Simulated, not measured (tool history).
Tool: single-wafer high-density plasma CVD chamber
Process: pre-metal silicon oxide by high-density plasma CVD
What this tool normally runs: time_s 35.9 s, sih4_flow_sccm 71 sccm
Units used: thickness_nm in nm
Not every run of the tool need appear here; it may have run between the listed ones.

run,hour,time_s,sih4_flow_sccm,wafers since the last listed run,hours since the silane flow controller was replaced,hours since the gauge calibration,"read-back reference wafer on the same gauge, thickness_nm",thickness_nm
1,0,31.9,77,0,3728.6,839.5,246.998,245.715
2,62,35.9,71,1053,3790.6,901.5,247.243,255.336
3,89.7,38.3,71,470,3818.3,929.2,246.917,272.954
4,144.7,38.3,71,934,3873.3,984.2,247.231,271.826
5,200.2,38.3,71,942,3928.8,1039.7,247.03,272.123
6,237.7,35.9,71,637,3966.3,1077.2,246.828,257.466
7,280.8,35.9,71,732,4009.4,1120.3,246.805,255.034
8,310.3,35.9,71,501,4038.9,1149.8,246.997,258.875
9,357.4,35.9,71,800,4086,1196.9,246.796,256.917
10,409.8,33.1,61,890,4138.4,1249.3,246.794,202.426
11,441.7,33.1,61,541,4170.3,1281.2,246.963,202.594
12,495.5,33.1,61,913,4224.1,1335,246.955,203.973
13,532.2,35.9,71,623,4260.8,1371.7,247.056,257.647
14,577.3,35.9,71,766,4305.9,1416.8,247.011,259.338
15,608.5,32.7,71,530,4337.1,1448,247.07,235.525
16,673.4,35.9,71,1102,4402,1512.9,247.082,257.96
# hour 726.8: gauge calibrated
# hour 732.3: silane flow controller replaced
17,740.7,35.9,71,1007,8.4,13.9,246.982,244.865
18,767.8,32.4,71,460,35.5,41,247.116,221.59
19,839.1,42,65,1211,106.8,112.3,247.01,264.25
20,1036.9,42.7,71,3360,304.6,310.1,246.89,291.594
21,1105.4,29.5,67,1163,373.1,378.6,247.175,191.163
22,1150.1,29.2,57,759,417.8,423.3,247.261,159.991
23,1191.9,34,76,710,459.6,465.1,246.538,248.461
24,1255.1,35.9,71,1073,522.8,528.3,247.154,245.059
25,1326.2,35.9,71,1207,593.9,599.4,246.757,245.692
26,1390.1,42.9,75,1085,657.8,663.3,246.931,308.069
27,1436.4,30.7,66,786,704.1,709.6,246.991,194.614
28,1488.7,35.9,71,888,756.4,761.9,246.977,247.689
29,1529.7,35.9,85,696,797.4,802.9,247.187,295.021
30,1561,35.9,71,531,828.7,834.2,247.16,246.833

For each entry between runs, how does the tool's hidden state at the last listed run before it compare with that at the first listed run after it?
In the gap between runs 16 and 17: gauge calibrated (hour 726.8); silane flow controller replaced (hour 732.3)
  delivered silane flow above the setpoint (%): 4.65 -> -0.542
  measured result minus the result with no hidden state, thickness_nm: +11.455 -> -1.335 nm

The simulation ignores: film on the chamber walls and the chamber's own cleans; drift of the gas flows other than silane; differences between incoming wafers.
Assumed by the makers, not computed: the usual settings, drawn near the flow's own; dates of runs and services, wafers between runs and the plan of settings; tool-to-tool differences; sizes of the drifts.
